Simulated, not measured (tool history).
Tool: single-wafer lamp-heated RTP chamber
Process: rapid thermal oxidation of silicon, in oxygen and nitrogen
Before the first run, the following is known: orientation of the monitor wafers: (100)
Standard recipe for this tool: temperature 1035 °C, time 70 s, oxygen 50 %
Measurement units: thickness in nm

run	hour	temperature	time	oxygen	wafers since the last listed run	wafers since the last pyrometer calibration	hours since the oxygen flow controller was replaced	hours since the gauge calibration	read-back reference wafer on the same gauge, thickness	thickness
1	0	1035	70	50	0	1491	3962.8	400.2	6.187	6.579
2	107.1	1035	70	50	956	2447	4069.9	507.3	6.196	6.59
# hour 189.6: gauge calibrated
3	192.5	1035	70	50	762	3210	4155.3	2.9	6.198	6.6
# hour 206.3: pyrometer window cleaned and pyrometer calibrated
4	299.2	1035	70	50	881	829	4262	109.6	6.2	6.631
5	383.4	1024	70	50	751	1580	4346.2	193.8	6.198	6.023
6	449.4	1035	70	39	589	2170	4412.2	259.8	6.199	6.03
7	515	1035	70	50	585	2755	4477.8	325.4	6.197	6.552
# hour 540.5: pyrometer window cleaned and pyrometer calibrated
8	604.8	1035	42	38	730	573	4567.6	415.2	6.191	4.83
9	698.2	1035	42	38	833	1407	4661	508.6	6.202	4.774
# hour 779: gauge calibrated
# hour 783.8: oxygen flow controller replaced
10	791.1	1058	53	25	757	2165	7.3	12.1	6.185	5.341
11	832.8	1005	94	58	372	2537	49	53.8	6.21	6.343
12	884.3	1018	92	62	459	2997	100.5	105.3	6.199	7.124
13	954.7	1053	70	25	628	3625	170.9	175.7	6.198	5.898
# hour 968.2: pyrometer window cleaned and pyrometer calibrated
14	1016	1035	44	50	475	427	232.2	237	6.2	5.387

Predict each of these 5 candidate next runs independently; none follows another, all start after run 14:
A	1016.5	1035	70	50	4	431	232.7	237.5	?	?
B	1016.5	1035	60	66	4	431	232.7	237.5	?	?
C	1016.5	1018	80	30	4	431	232.7	237.5	?	?
D	1016.5	1043	70	77	4	431	232.7	237.5	?	?
E	1016.5	1035	50	50	4	431	232.7	237.5	?	?

run	read-back reference wafer on the same gauge, thickness	thickness
A	6.193	6.592
B	6.193	6.79
C	6.193	5.216
D	6.193	8.118
E	6.193	5.692
Had the tool no hidden state, the same runs would have come out as:
run	thickness
A	6.592
B	6.79
C	5.216
D	8.118
E	5.692
